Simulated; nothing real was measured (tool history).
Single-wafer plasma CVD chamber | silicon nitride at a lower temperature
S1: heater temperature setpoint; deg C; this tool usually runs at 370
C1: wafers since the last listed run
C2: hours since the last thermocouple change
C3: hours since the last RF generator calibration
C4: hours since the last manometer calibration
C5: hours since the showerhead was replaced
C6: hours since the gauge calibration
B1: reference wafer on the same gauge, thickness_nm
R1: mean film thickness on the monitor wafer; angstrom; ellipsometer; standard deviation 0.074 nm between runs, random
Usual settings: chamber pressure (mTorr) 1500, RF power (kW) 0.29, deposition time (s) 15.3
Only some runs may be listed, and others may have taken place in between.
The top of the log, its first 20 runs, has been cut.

Run 21, day 17.95: usual settings but chamber pressure (mTorr) 1740; C1 457; C2 263.2; C3 521.7; C4 502.4; C5 394.8; C6 391; B1 18.404. Result: R1 190.91 angstrom.
Run 22, day 18.808: usual settings but S1 358 deg C, chamber pressure (mTorr) 1390; C1 550; C2 283.8; C3 542.3; C4 523; C5 415.4; C6 411.6; B1 18.377. Result: R1 182.02 angstrom.
Run 23, day 19.458: usual settings but S1 377 deg C, chamber pressure (mTorr) 1830, RF power (kW) 0.24, deposition time (s) 17.9; C1 417; C2 299.4; C3 557.9; C4 538.6; C5 431; C6 427.2; B1 18.408. Result: R1 200.23 angstrom.
Run 24, day 20.562: usual settings but S1 362 deg C, chamber pressure (mTorr) 1300, RF power (kW) 0.315, deposition time (s) 13.4; C1 708; C2 325.9; C3 584.4; C4 565.1; C5 457.5; C6 453.7; B1 18.411. Result: R1 163.01 angstrom.
Run 25, day 21.083: usual settings; C1 334; C2 338.4; C3 596.9; C4 577.6; C5 470; C6 466.2; B1 18.39. Result: R1 183.12 angstrom.
Run 26, day 22.133: usual settings but S1 379 deg C, chamber pressure (mTorr) 1350, deposition time (s) 13.8; C1 673; C2 363.6; C3 622.1; C4 602.8; C5 495.2; C6 491.4; B1 18.401. Result: R1 160.57 angstrom.
Run 27, day 22.658: usual settings but S1 375 deg C, chamber pressure (mTorr) 1730, RF power (kW) 0.345, deposition time (s) 17.5; C1 336; C2 376.2; C3 634.7; C4 615.4; C5 507.8; C6 504; B1 18.373. Result: R1 240.1 angstrom.
Run 28, day 23.854: usual settings but chamber pressure (mTorr) 1680; C1 767; C2 404.9; C3 663.4; C4 644.1; C5 536.5; C6 532.7; B1 18.396. Result: R1 189.3 angstrom.
Run 29, day 25.333: usual settings but RF power (kW) 0.325, deposition time (s) 14; C1 949; C2 440.4; C3 698.9; C4 679.6; C5 572; C6 568.2; B1 18.375. Result: R1 177.87 angstrom.
Run 30, day 25.879: usual settings but S1 360 deg C, chamber pressure (mTorr) 1590; C1 350; C2 453.5; C3 712; C4 692.7; C5 585.1; C6 581.3; B1 18.418. Result: R1 185.51 angstrom.

Predict each of these 3 candidate next runs independently; none follows another, all start after run 30:
Run A, day 25.896: usual settings; C1 10; C2 453.9; C3 712.4; C4 693.1; C5 585.5; C6 581.7; B1 ?. Result: R1 ?.
Run B, day 25.896: usual settings but S1 379 deg C, chamber pressure (mTorr) 1640, deposition time (s) 17.4; C1 10; C2 453.9; C3 712.4; C4 693.1; C5 585.5; C6 581.7; B1 ?. Result: R1 ?.
Run C, day 25.896: usual settings but S1 366 deg C, chamber pressure (mTorr) 1240, RF power (kW) 0.265, deposition time (s) 14.2; C1 10; C2 453.9; C3 712.4; C4 693.1; C5 585.5; C6 581.7; B1 ?. Result: R1 ?.

run      B1      R1
  A  18.388   183.3
  B  18.388  212.27
  C  18.388  153.52
Take away the tool's hidden state, keep each run's random variation, and the runs would have read:
run      R1
  A  187.53
  B  217.17
  C  157.19
